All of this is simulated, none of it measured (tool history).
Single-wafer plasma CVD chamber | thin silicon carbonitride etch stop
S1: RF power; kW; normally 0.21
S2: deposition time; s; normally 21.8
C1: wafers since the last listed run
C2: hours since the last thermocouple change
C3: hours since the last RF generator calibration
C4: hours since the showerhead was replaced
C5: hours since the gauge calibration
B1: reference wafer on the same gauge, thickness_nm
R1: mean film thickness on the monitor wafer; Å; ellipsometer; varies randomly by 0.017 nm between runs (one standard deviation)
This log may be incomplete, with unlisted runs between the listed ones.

run	hour	S1	S2	C1	C2	C3	C4	C5	B1	R1
1	0	0.2	21.8	0	1504	1607.2	5024.7	132.8	9.136	109.33
2	12.1	0.2	21.8	183	1516.1	1619.3	5036.8	144.9	9.153	109.39
3	23.2	0.195	21.8	168	1527.2	1630.4	5047.9	156	9.145	108.16
4	35.1	0.195	21.8	180	1539.1	1642.3	5059.8	167.9	9.158	108.24
5	42.2	0.24	21.8	107	1546.2	1649.4	5066.9	175	9.152	120.34
# hour 59.2: thermocouple changed; heater temperature recalibrated
6	59.7	0.24	21.8	143	0.5	1666.9	5084.4	192.5	9.17	120.47
7	62.8	0.24	21.8	46	3.6	1670	5087.5	195.6	9.174	120.1
# hour 72.2: gauge calibrated
8	74.3	0.23	23.1	174	15.1	1681.5	5099	2.1	9.094	123.73
9	81.8	0.21	21.8	113	22.6	1689	5106.5	9.6	9.094	112.01
# hour 105.6: showerhead replaced
10	106.1	0.23	19.1	246	46.9	1713.3	0.5	33.9	9.098	102.34
11	107.7	0.175	19.3	24	48.5	1714.9	2.1	35.5	9.095	89.62
# hour 128.8: RF generator calibrated
12	129.3	0.17	21.8	205	70.1	0.5	23.7	57.1	9.103	99.82
13	132.3	0.21	24.9	45	73.1	3.5	26.7	60.1	9.103	127.67
14	146.2	0.21	25.4	210	87	17.4	40.6	74	9.099	130.37
15	158.4	0.21	21.8	184	99.2	29.6	52.8	86.2	9.105	112.02
16	168.8	0.245	18.2	157	109.6	40	63.2	96.6	9.119	100.49

Consider 3 possible next runs. They are alternatives, not a sequence: every one starts from the tool as it was left by run 16. What does each give?
A	169.2	0.185	21.8	6	110	40.4	63.6	97	?	?
B	169.2	0.25	21.8	6	110	40.4	63.6	97	?	?
C	169.2	0.195	23	6	110	40.4	63.6	97	?	?

run	B1	R1
A	9.108	104.7
B	9.108	121.51
C	9.108	113.64
The same runs, with their run-to-run variation unchanged, on a tool lacking any hidden condition would have given:
run	R1
A	104.56
B	121.35
C	113.48
